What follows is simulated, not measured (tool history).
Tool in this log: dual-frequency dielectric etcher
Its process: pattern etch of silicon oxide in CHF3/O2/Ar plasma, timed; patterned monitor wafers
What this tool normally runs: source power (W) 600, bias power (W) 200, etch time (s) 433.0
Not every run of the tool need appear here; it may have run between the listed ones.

| run | hour | source power (W) | bias power (W) | etch time (s) | wafers since the last listed run | hours since the last wet clean | hours since the last source power generator calibration | hours since the last bias power generator calibration | hours since the last upper electrode change | hours since the gauge calibration | read-back reference wafer on the same gauge, depth_nm | mean etch depth across the wafer (nm) |
|---|---|---|---|---|---|---|---|---|---|---|---|---|
| 1 | 0.0 | 660 | 200 | 433.0 | 0 | 314.1 | 2151.1 | 1751.7 | 3820.8 | 562.2 | 829.4 | 956.2 |
| 2 | 12.6 | 600 | 200 | 433.0 | 36 | 326.7 | 2163.7 | 1764.3 | 3833.4 | 574.8 | 829.2 | 928.5 |
| 3 | 19.4 | 600 | 200 | 433.0 | 19 | 333.5 | 2170.5 | 1771.1 | 3840.2 | 581.6 | 830.2 | 933.4 |
| 4 | 29.6 | 600 | 200 | 509.0 | 29 | 343.7 | 2180.7 | 1781.3 | 3850.4 | 591.8 | 829.7 | 1091.8 |
|  | 58.0 | wet clean of the chamber |
| 5 | 58.5 | 600 | 200 | 433.0 | 14 | 0.5 | 2209.6 | 1810.2 | 3879.3 | 620.7 | 828.5 | 919.2 |
| 6 | 58.9 | 600 | 200 | 433.0 | 1 | 0.9 | 2210.0 | 1810.6 | 3879.7 | 621.1 | 829.1 | 911.8 |
| 7 | 86.0 | 600 | 200 | 433.0 | 77 | 28.0 | 2237.1 | 1837.7 | 3906.8 | 648.2 | 829.4 | 922.2 |
| 8 | 103.5 | 670 | 200 | 473.5 | 50 | 45.5 | 2254.6 | 1855.2 | 3924.3 | 665.7 | 829.1 | 1035.0 |
| 9 | 110.9 | 650 | 200 | 310.5 | 21 | 52.9 | 2262.0 | 1862.6 | 3931.7 | 673.1 | 828.7 | 671.7 |
| 10 | 121.6 | 690 | 169 | 528.0 | 30 | 63.6 | 2272.7 | 1873.3 | 3942.4 | 683.8 | 829.1 | 1114.0 |
| 11 | 142.0 | 600 | 221 | 433.0 | 58 | 84.0 | 2293.1 | 1893.7 | 3962.8 | 704.2 | 828.1 | 948.4 |
| 12 | 154.8 | 490 | 200 | 433.0 | 36 | 96.8 | 2305.9 | 1906.5 | 3975.6 | 717.0 | 829.6 | 867.2 |
|  | 165.8 | source power generator calibrated |
| 13 | 166.3 | 600 | 200 | 433.0 | 21 | 108.3 | 0.5 | 1918.0 | 3987.1 | 728.5 | 827.7 | 925.1 |
| 14 | 181.4 | 740 | 167 | 433.0 | 43 | 123.4 | 15.6 | 1933.1 | 4002.2 | 743.6 | 830.5 | 935.4 |
|  | 192.8 | bias power generator calibrated |
|  | 220.0 | upper electrode replaced |
| 15 | 220.5 | 600 | 200 | 433.0 | 31 | 162.5 | 54.7 | 27.7 | 0.5 | 782.7 | 828.9 | 929.1 |
| 16 | 227.6 | 490 | 241 | 487.5 | 20 | 169.6 | 61.8 | 34.8 | 7.6 | 789.8 | 828.6 | 1042.8 |
| 17 | 243.7 | 600 | 200 | 433.0 | 46 | 185.7 | 77.9 | 50.9 | 23.7 | 805.9 | 828.8 | 920.9 |
| 18 | 258.4 | 550 | 156 | 344.0 | 42 | 200.4 | 92.6 | 65.6 | 38.4 | 820.6 | 828.5 | 667.6 |
|  | 260.2 | gauge calibrated |
| 19 | 268.8 | 600 | 200 | 433.0 | 29 | 210.8 | 103.0 | 76.0 | 48.8 | 8.6 | 827.5 | 934.3 |
| 20 | 278.9 | 600 | 200 | 433.0 | 28 | 220.9 | 113.1 | 86.1 | 58.9 | 18.7 | 827.4 | 926.4 |
| 21 | 311.4 | 490 | 186 | 387.5 | 93 | 253.4 | 145.6 | 118.6 | 91.4 | 51.2 | 830.1 | 771.2 |
| 22 | 322.5 | 600 | 241 | 433.0 | 31 | 264.5 | 156.7 | 129.7 | 102.5 | 62.3 | 829.3 | 982.6 |
| 23 | 328.7 | 600 | 200 | 473.5 | 17 | 270.7 | 162.9 | 135.9 | 108.7 | 68.5 | 827.3 | 1009.3 |
| 24 | 338.9 | 710 | 243 | 526.5 | 29 | 280.9 | 173.1 | 146.1 | 118.9 | 78.7 | 829.9 | 1260.8 |
| 25 | 349.0 | 470 | 200 | 312.0 | 28 | 291.0 | 183.2 | 156.2 | 129.0 | 88.8 | 828.9 | 629.2 |
| 26 | 362.4 | 510 | 227 | 555.0 | 38 | 304.4 | 196.6 | 169.6 | 142.4 | 102.2 | 828.5 | 1186.8 |
| 27 | 371.6 | 600 | 200 | 433.0 | 26 | 313.6 | 205.8 | 178.8 | 151.6 | 111.4 | 828.6 | 934.5 |
| 28 | 389.5 | 600 | 168 | 345.5 | 51 | 331.5 | 223.7 | 196.7 | 169.5 | 129.3 | 828.3 | 709.4 |
| 29 | 400.9 | 700 | 200 | 433.0 | 32 | 342.9 | 235.1 | 208.1 | 180.9 | 140.7 | 827.6 | 982.4 |

Measured minus without-hidden-state, run by run (identical run-to-run variation in each term; gauge scatter may differ):
The hidden state here: etch rate over this chamber's usual, %; source power that arrives over what is set, %; bias power that arrives over what is set, %; gauge reads high (%).
| run | mean etch depth across the wafer (nm) |
|---|---|
| 1 | +18.6 |
| 2 | +18.9 |
| 3 | +19.4 |
| 4 | +23.4 |
| 5 | +3.5 |
| 6 | +3.5 |
| 7 | +5.2 |
| 8 | +6.9 |
| 9 | +4.8 |
| 10 | +8.8 |
| 11 | +8.8 |
| 12 | +8.7 |
| 13 | +9.9 |
| 14 | +11.0 |
| 15 | +13.2 |
| 16 | +15.3 |
| 17 | +14.4 |
| 18 | +11.1 |
| 19 | +16.2 |
| 20 | +16.6 |
| 21 | +15.4 |
| 22 | +20.3 |
| 23 | +21.3 |
| 24 | +27.4 |
| 25 | +14.0 |
| 26 | +27.5 |
| 27 | +22.2 |
| 28 | +17.6 |
| 29 | +25.1 |

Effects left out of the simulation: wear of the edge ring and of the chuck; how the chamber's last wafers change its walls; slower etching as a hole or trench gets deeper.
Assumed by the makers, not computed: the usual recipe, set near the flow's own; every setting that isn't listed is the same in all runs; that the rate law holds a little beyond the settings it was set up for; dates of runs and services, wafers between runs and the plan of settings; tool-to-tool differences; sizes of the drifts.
